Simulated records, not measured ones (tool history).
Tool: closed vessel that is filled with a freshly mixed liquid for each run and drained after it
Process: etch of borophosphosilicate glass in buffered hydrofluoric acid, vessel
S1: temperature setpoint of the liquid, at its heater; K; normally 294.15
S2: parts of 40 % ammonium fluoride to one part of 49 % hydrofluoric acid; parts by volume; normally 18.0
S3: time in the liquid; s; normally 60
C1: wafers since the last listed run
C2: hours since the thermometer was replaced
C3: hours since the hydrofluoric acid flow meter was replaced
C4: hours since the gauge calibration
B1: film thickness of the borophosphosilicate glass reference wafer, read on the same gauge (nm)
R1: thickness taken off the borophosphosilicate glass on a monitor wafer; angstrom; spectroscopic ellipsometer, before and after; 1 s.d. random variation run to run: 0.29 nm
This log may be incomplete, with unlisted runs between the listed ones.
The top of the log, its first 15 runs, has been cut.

run,hour,S1,S2,S3,C1,C2,C3,C4,B1,R1
# hour 1120.6: thermometer replaced
16,1168.5,292.65,18.0,80,10328,47.9,1298.0,807.9,90.02,500.6
# hour 1217.1: hydrofluoric acid flow meter replaced
17,1228.5,294.15,18.0,60,8157,107.9,11.4,867.9,90.00,372.0
18,1266.9,294.15,14.5,60,5309,146.3,49.8,906.3,90.00,452.9
19,1307.6,292.15,14.5,80,5627,187.0,90.5,947.0,89.98,552.5
20,1382.1,296.15,18.0,35,10300,261.5,165.0,1021.5,89.99,247.0
21,1461.4,294.15,18.0,60,10964,340.8,244.3,1100.8,90.03,377.8
22,1530.7,294.15,18.0,60,9581,410.1,313.6,1170.1,90.01,380.4
23,1617.7,290.65,13.0,30,12028,497.1,400.6,1257.1,90.01,214.7

The next listed run, before its measurement:
24,1714.0,294.15,18.0,60,13314,593.4,496.9,1353.4,?,?

{"run 24": {"B1": 90.01, "R1": 381.6}}
If the tool had no hidden condition, the same run with the same run-to-run variation would have returned R1 369.0 angstrom.
